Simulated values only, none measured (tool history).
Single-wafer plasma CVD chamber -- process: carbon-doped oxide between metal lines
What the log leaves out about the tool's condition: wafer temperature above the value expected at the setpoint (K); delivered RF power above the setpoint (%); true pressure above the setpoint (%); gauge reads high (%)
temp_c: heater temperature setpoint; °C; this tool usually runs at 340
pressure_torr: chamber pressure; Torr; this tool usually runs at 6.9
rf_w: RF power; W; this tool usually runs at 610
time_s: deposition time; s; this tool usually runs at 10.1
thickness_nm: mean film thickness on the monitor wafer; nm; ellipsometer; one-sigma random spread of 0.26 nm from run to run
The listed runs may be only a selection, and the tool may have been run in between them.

run   hour  temp_c  pressure_torr  rf_w  time_s  wafers since the last listed run  hours since the last thermocouple change  hours since the last RF generator calibration  hours since the last manometer calibration  hours since the showerhead was replaced  hours since the gauge calibration  read-back reference wafer on the same gauge, thickness_nm  thickness_nm
  1      0     340            6.9   680    10.1                                 0                                    2262.5                                         1921.5                                       563.8                                   5163.1                              164.4                                                      60.78        68.871
  2   24.1     340            6.9   680    10.1                               931                                    2286.6                                         1945.6                                       587.9                                   5187.2                              188.5                                                      60.77        68.518
  3   50.4     340            6.9   680    10.1                              1016                                    2312.9                                         1971.9                                       614.2                                   5213.5                              214.8                                                     60.748        68.333
  4   75.1     350            6.9   610    10.1                               954                                    2337.6                                         1996.6                                       638.9                                   5238.2                              239.5                                                     60.743        61.991
  5   95.2     350            6.9   610    10.1                               776                                    2357.7                                         2016.7                                         659                                   5258.3                              259.6                                                      60.78        62.234
  6  107.7     350            6.9   610    10.1                               482                                    2370.2                                         2029.2                                       671.5                                   5270.8                              272.1                                                     60.868        61.856
  7  138.8     334            6.9   610    10.1                              1201                                    2401.3                                         2060.3                                       702.6                                   5301.9                              303.2                                                     60.719        65.868
  8  163.9     340            6.9   610    10.1                               969                                    2426.4                                         2085.4                                       727.7                                     5327                              328.3                                                     60.853        64.338
  9  193.1     340            6.9   610    10.1                              1128                                    2455.6                                         2114.6                                       756.9                                   5356.2                              357.5                                                      60.78        63.611
     216.1  -- thermocouple changed; heater temperature recalibrated
 10  216.6     340            6.9   610    10.1                               598                                       0.5                                         2138.1                                       780.4                                   5379.7                                381                                                     60.754        63.838
 11  239.5     340            6.9   610    10.1                               884                                      23.4                                           2161                                       803.3                                   5402.6                              403.9                                                     60.806        64.088
     258.1  -- showerhead replaced
 12  263.4     346            6.9   610    10.1                               614                                      47.3                                         2184.9                                       827.2                                      5.3                              427.8                                                     60.716        62.599
 13  288.5     346            6.9   610    10.1                               969                                      72.4                                           2210                                       852.3                                     30.4                              452.9                                                     60.889        62.854
     313.4  -- gauge calibrated
 14  321.6     340            6.9   610    10.1                              1278                                     105.5                                         2243.1                                       885.4                                     63.5                                8.2                                                      60.84        63.682
     344.5  -- RF generator calibrated
 15    346     340           5.88   670    10.1                               633                                     129.9                                            1.5                                       909.8                                     87.9                               32.6                                                     60.801        66.581
 16  373.3     340            6.9   610    10.1                              1054                                     157.2                                           28.8                                       937.1                                    115.2                               59.9                                                     60.693        64.557
 17  406.5     340            8.2   610    10.1                              1282                                     190.4                                             62                                       970.3                                    148.4                               93.1                                                      60.68        65.238
 18  435.8     340            5.7   610     8.8                              1132                                     219.7                                           91.3                                       999.6                                    177.7                              122.4                                                      60.69        54.464
 19  466.8     340            6.9   520    10.1                              1197                                     250.7                                          122.3                                      1030.6                                    208.7                              153.4                                                      60.78        58.167
 20  500.9     333            6.9   610    11.3                              1317                                     284.8                                          156.4                                      1064.7                                    242.8                              187.5                                                       60.9        73.352
       509  -- capacitance manometer re-zeroed and calibrated
 21    530     340            6.9   610    10.1                               815                                     313.9                                          185.5                                          21                                    271.9                              216.6                                                     60.777        64.143
 22  562.1     333            8.4   540      12                              1240                                       346                                          217.6                                        53.1                                      304                              248.7                                                     60.841        73.865
 23  578.1     340           6.15   720    10.1                               618                                       362                                          233.6                                        69.1                                      320                              264.7                                                     60.809        69.984
 24  595.6     345            6.9   610     8.6                               676                                     379.5                                          251.1                                        86.6                                    337.5                              282.2                                                     60.761        53.917
 25  624.5     336           7.56   565    11.4                              1116                                     408.4                                            280                                       115.5                                    366.4                              311.1                                                     60.839        70.795
 26  659.2     340           5.81   610    10.1                              1340                                     443.1                                          314.7                                       150.2                                    401.1                              345.8                                                     60.775        63.006

Consider 5 possible next runs. They are alternatives, not a sequence: every one starts from the tool as it was left by run 26. What does each give?
  A  659.6     340            6.9   610    10.1                                15                                     443.5                                          315.1                                       150.6                                    401.5                              346.2                                                          ?             ?
  B  659.6     340            6.9   535     8.8                                15                                     443.5                                          315.1                                       150.6                                    401.5                              346.2                                                          ?             ?
  C  659.6     340           5.62   610    10.1                                15                                     443.5                                          315.1                                       150.6                                    401.5                              346.2                                                          ?             ?
  D  659.6     327           7.92   495    10.1                                15                                     443.5                                          315.1                                       150.6                                    401.5                              346.2                                                          ?             ?
  E  659.6     352           5.62   530    10.9                                15                                     443.5                                          315.1                                       150.6                                    401.5                              346.2                                                          ?             ?

run  read-back reference wafer on the same gauge, thickness_nm  thickness_nm
  A                                                     60.844        63.634
  B                                                     60.844        51.094
  C                                                     60.844        62.002
  D                                                     60.844        59.106
  E                                                     60.844        58.695
With no hidden state in the tool, these same runs would have given:
run  thickness_nm
  A        63.634
  B        51.094
  C        62.002
  D        59.106
  E        58.695
